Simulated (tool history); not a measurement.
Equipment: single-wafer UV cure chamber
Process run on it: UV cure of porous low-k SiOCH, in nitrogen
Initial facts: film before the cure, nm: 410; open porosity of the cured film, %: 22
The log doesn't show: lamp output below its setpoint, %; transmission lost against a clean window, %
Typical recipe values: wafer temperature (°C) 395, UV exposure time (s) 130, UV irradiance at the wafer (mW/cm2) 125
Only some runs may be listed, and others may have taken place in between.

| run | day | wafer temperature (°C) | UV exposure time (s) | UV irradiance at the wafer (mW/cm2) | wafers since the last listed run | hours since the UV bulbs were replaced | wafers since the quartz window was cleaned | loss of film thickness in the cure (%) |
|---|---|---|---|---|---|---|---|---|
| 1 | 0 | 395 | 130 | 125 | 0 | 1412.9 | 2476 | 9.975 |
| 2 | 1.171 | 395 | 130 | 125 | 186 | 1441 | 2663 | 9.819 |
| 3 | 1.825 | 395 | 130 | 125 | 104 | 1456.7 | 2767 | 10.07 |
| 4 | 2.667 | 395 | 130 | 125 | 133 | 1476.9 | 2900 | 10.005 |
| 5 | 3.408 | 395 | 130 | 125 | 117 | 1494.7 | 3018 | 10.028 |
| 6 | 4 | 395 | 130 | 156 | 94 | 1508.9 | 3112 | 11.044 |
| 7 | 4.904 | 395 | 130 | 156 | 143 | 1530.6 | 3256 | 11.076 |
| 8 | 5.862 | 395 | 130 | 156 | 152 | 1553.6 | 3409 | 11.075 |
| 9 | 7.358 | 395 | 130 | 125 | 237 | 1589.5 | 3646 | 10.014 |
| 10 | 8.442 | 395 | 130 | 125 | 172 | 1615.5 | 3819 | 9.894 |
| 11 | 9.825 | 395 | 130 | 125 | 219 | 1648.7 | 4039 | 10.244 |
| 12 | 11.633 | 395 | 110 | 125 | 287 | 1692.1 | 4326 | 9.337 |
| 13 | 12.683 | 395 | 110 | 125 | 166 | 1717.3 | 4493 | 9.341 |
| 14 | 13.496 | 395 | 110 | 125 | 129 | 1736.8 | 4622 | 9.3 |
| 15 | 14.483 | 381 | 130 | 106 | 157 | 1760.5 | 4779 | 9.057 |
| 16 | 15.158 | 395 | 130 | 125 | 107 | 1776.7 | 4887 | 10.273 |
|  | 15.821 | quartz window cleaned |
| 17 | 16.042 | 395 | 130 | 125 | 87 | 1797.9 | 34 | 10.132 |
| 18 | 17.208 | 379 | 205 | 125 | 185 | 1825.9 | 220 | 11.652 |
| 19 | 17.721 | 413 | 130 | 151 | 81 | 1838.2 | 301 | 11.032 |
| 20 | 18.538 | 395 | 130 | 157 | 129 | 1857.8 | 431 | 11.355 |
| 21 | 19.921 | 395 | 130 | 94 | 219 | 1891 | 651 | 8.757 |
| 22 | 20.462 | 389 | 190 | 158 | 86 | 1904 | 737 | 12.886 |
| 23 | 21.267 | 381 | 200 | 92 | 127 | 1923.3 | 865 | 10.444 |
| 24 | 21.904 | 388 | 130 | 125 | 101 | 1938.6 | 967 | 10.092 |
| 25 | 22.638 | 390 | 50 | 125 | 116 | 1956.2 | 1083 | 6.005 |
|  | 25.612 | UV bulbs replaced |
| 26 | 26.783 | 410 | 60 | 98 | 606 | 28.1 | 1689 | 6.078 |
| 27 | 27.65 | 395 | 130 | 125 | 137 | 48.9 | 1827 | 10.201 |
| 28 | 28.412 | 382 | 105 | 153 | 121 | 67.2 | 1948 | 9.972 |
| 29 | 29.342 | 395 | 130 | 125 | 147 | 89.5 | 2096 | 10.066 |
| 30 | 30.421 | 395 | 130 | 125 | 171 | 115.4 | 2268 | 10.107 |
| 31 | 31.517 | 390 | 90 | 138 | 174 | 141.7 | 2442 | 8.829 |
| 32 | 32.962 | 377 | 160 | 96 | 229 | 176.4 | 2672 | 9.608 |
| 33 | 33.583 | 377 | 60 | 161 | 98 | 191.3 | 2771 | 7.605 |
| 34 | 34.342 | 395 | 165 | 125 | 120 | 209.5 | 2891 | 11.211 |
| 35 | 35.475 | 395 | 130 | 125 | 180 | 236.7 | 3071 | 10.213 |

Forecast each of these 5 alternatives for the next run:
| A | 35.496 | 395 | 130 | 125 | 3 | 237.2 | 3075 | ? |
| B | 35.496 | 407 | 130 | 147 | 3 | 237.2 | 3075 | ? |
| C | 35.496 | 395 | 95 | 101 | 3 | 237.2 | 3075 | ? |
| D | 35.496 | 386 | 105 | 164 | 3 | 237.2 | 3075 | ? |
| E | 35.496 | 407 | 130 | 97 | 3 | 237.2 | 3075 | ? |

| run | loss of film thickness in the cure (%) |
|---|---|
| A | 10.089 |
| B | 11.024 |
| C | 7.817 |
| D | 10.189 |
| E | 9.178 |
Without the tool's unlogged condition, the same runs would have read:
| run | loss of film thickness in the cure (%) |
|---|---|
| A | 10.089 |
| B | 11.024 |
| C | 7.817 |
| D | 10.189 |
| E | 9.178 |
